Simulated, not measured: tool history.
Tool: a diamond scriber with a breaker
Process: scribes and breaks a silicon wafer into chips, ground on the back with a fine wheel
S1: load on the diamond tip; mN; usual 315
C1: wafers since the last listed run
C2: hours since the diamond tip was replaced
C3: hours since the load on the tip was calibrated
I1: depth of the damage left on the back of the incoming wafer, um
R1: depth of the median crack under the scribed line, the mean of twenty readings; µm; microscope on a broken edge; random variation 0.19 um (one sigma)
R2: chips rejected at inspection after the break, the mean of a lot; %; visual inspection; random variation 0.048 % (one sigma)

run	hour	S1	C1	C2	C3	I1	R1	R2
1	0.0	384	0	828.9	846.1	1.74	12.63	1.00
2	13.5	384	25	842.4	859.6	2.13	13.09	1.27
3	26.1	315	24	855.0	872.2	1.87	11.36	7.45
4	46.8	370	39	875.7	892.9	1.55	12.61	1.94
5	72.4	370	49	901.3	918.5	2.25	12.16	2.67
6	94.6	315	42	923.5	940.7	1.86	11.31	9.32
7	117.8	315	44	946.7	963.9	1.86	11.05	10.00
8	143.8	315	49	972.7	989.9	1.72	11.17	11.54
9	167.8	350	45	996.7	1013.9	2.82	11.58	7.00
10	201.8	350	65	1030.7	1047.9	2.41	11.75	8.53
11	222.4	350	39	1051.3	1068.5	2.50	11.38	9.00
12	253.6	242	59	1082.5	1099.7	2.88	9.36	38.87
13	289.2	387	68	1118.1	1135.3	2.26	11.18	6.59
# hour 317.0: diamond tip replaced by a new one
14	317.5	315	50	0.5	1163.6	1.55	12.96	0.94
15	330.7	315	25	13.7	1176.8	1.62	12.65	1.02
16	349.7	228	36	32.7	1195.8	2.06	10.96	12.09
# hour 371.7: load on the tip recalibrated
17	377.3	288	49	60.3	5.6	2.56	11.97	2.72
18	393.6	315	31	76.6	21.9	2.77	12.58	1.66
19	416.7	315	44	99.7	45.0	2.85	12.96	1.73
20	446.7	240	57	129.7	75.0	1.75	11.25	9.09
21	463.9	342	32	146.9	92.2	2.35	13.27	1.52
22	486.0	233	42	169.0	114.3	2.99	11.02	11.56
23	512.8	315	51	195.8	141.1	2.75	12.75	1.65
24	538.0	258	48	221.0	166.3	2.43	11.50	6.48
25	561.0	339	44	244.0	189.3	2.23	13.00	1.21
26	591.9	246	59	274.9	220.2	2.19	11.09	9.24

4 ways to go on from here, each from the tool as it stands after run 26. What would each give?
A	592.6	371	1	275.6	220.9	1.89	?	?
B	592.6	343	1	275.6	220.9	1.89	?	?
C	592.6	380	1	275.6	220.9	1.89	?	?
D	592.6	379	1	275.6	220.9	1.89	?	?

run	R1	R2
A	14.02	2.43
B	13.45	1.19
C	14.20	3.07
D	14.18	3.00
Without the tool's hidden state the same runs would have given:
run	R1	R2
A	14.36	3.77
B	13.79	1.77
C	14.55	4.64
D	14.53	4.54
